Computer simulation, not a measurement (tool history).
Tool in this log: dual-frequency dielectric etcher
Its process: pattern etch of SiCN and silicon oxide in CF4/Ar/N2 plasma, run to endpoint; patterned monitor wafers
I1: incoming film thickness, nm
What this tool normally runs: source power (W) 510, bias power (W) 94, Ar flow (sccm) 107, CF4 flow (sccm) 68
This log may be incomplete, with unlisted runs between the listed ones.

run 1 hour=0 | source_power_(W)=510 bias_power_(W)=94 Ar_flow_(sccm)=107 CF4_flow_(sccm)=68 | I1=11.33 | endpoint_time_(s)=10.5
-- hour=66.8 wet clean of the chamber
run 2 hour=67.3 | source_power_(W)=510 bias_power_(W)=94 Ar_flow_(sccm)=107 CF4_flow_(sccm)=68 | I1=11.37 | endpoint_time_(s)=10.7
run 3 hour=85.5 | source_power_(W)=510 bias_power_(W)=94 Ar_flow_(sccm)=107 CF4_flow_(sccm)=68 | I1=11.34 | endpoint_time_(s)=10.5
run 4 hour=115.4 | source_power_(W)=510 bias_power_(W)=94 Ar_flow_(sccm)=107 CF4_flow_(sccm)=68 | I1=11.31 | endpoint_time_(s)=10.4
run 5 hour=181 | source_power_(W)=510 bias_power_(W)=94 Ar_flow_(sccm)=107 CF4_flow_(sccm)=68 | I1=11.36 | endpoint_time_(s)=10.5
run 6 hour=209.5 | source_power_(W)=510 bias_power_(W)=94 Ar_flow_(sccm)=107 CF4_flow_(sccm)=68 | I1=11.43 | endpoint_time_(s)=10.5
-- hour=240.1 Ar flow controller replaced
run 7 hour=262.4 | source_power_(W)=510 bias_power_(W)=94 Ar_flow_(sccm)=107 CF4_flow_(sccm)=68 | I1=11.47 | endpoint_time_(s)=10.6
-- hour=296.7 source power generator calibrated
-- hour=323.5 upper electrode replaced
run 8 hour=324 | source_power_(W)=510 bias_power_(W)=94 Ar_flow_(sccm)=107 CF4_flow_(sccm)=68 | I1=11.45 | endpoint_time_(s)=10.6
run 9 hour=347 | source_power_(W)=510 bias_power_(W)=94 Ar_flow_(sccm)=107 CF4_flow_(sccm)=68 | I1=11.41 | endpoint_time_(s)=10.5
-- hour=363.6 bias power generator calibrated
-- hour=417.9 CF4 flow controller replaced
run 10 hour=418.4 | source_power_(W)=510 bias_power_(W)=94 Ar_flow_(sccm)=107 CF4_flow_(sccm)=68 | I1=11.38 | endpoint_time_(s)=10.6
run 11 hour=468.9 | source_power_(W)=400 bias_power_(W)=79 Ar_flow_(sccm)=107 CF4_flow_(sccm)=79 | I1=11.39 | endpoint_time_(s)=14.3
-- hour=535.6 wet clean of the chamber
run 12 hour=536.1 | source_power_(W)=510 bias_power_(W)=81 Ar_flow_(sccm)=107 CF4_flow_(sccm)=68 | I1=11.42 | endpoint_time_(s)=11.1
run 13 hour=561.7 | source_power_(W)=510 bias_power_(W)=94 Ar_flow_(sccm)=131 CF4_flow_(sccm)=68 | I1=11.31 | endpoint_time_(s)=10.8
run 14 hour=592 | source_power_(W)=510 bias_power_(W)=84 Ar_flow_(sccm)=107 CF4_flow_(sccm)=68 | I1=11.25 | endpoint_time_(s)=10.8
run 15 hour=647.5 | source_power_(W)=510 bias_power_(W)=109 Ar_flow_(sccm)=86 CF4_flow_(sccm)=68 | I1=11.41 | endpoint_time_(s)=9.6
run 16 hour=696.3 | source_power_(W)=510 bias_power_(W)=94 Ar_flow_(sccm)=91 CF4_flow_(sccm)=55 | I1=11.35 | endpoint_time_(s)=10.7

Alternative continuations, all from the tool just after run 16; predict every row:
run A hour=696.7 | source_power_(W)=510 bias_power_(W)=94 Ar_flow_(sccm)=107 CF4_flow_(sccm)=68 | I1=11.35 | endpoint_time_(s)=?
run B hour=696.7 | source_power_(W)=630 bias_power_(W)=94 Ar_flow_(sccm)=107 CF4_flow_(sccm)=68 | I1=11.35 | endpoint_time_(s)=?
run C hour=696.7 | source_power_(W)=560 bias_power_(W)=94 Ar_flow_(sccm)=107 CF4_flow_(sccm)=68 | I1=11.35 | endpoint_time_(s)=?

run=A endpoint_time_(s)=10.5
run=B endpoint_time_(s)=8.3
run=C endpoint_time_(s)=9.4
Without the tool's unlogged condition, the same runs would have read:
run=A endpoint_time_(s)=10.5
run=B endpoint_time_(s)=8.3
run=C endpoint_time_(s)=9.4
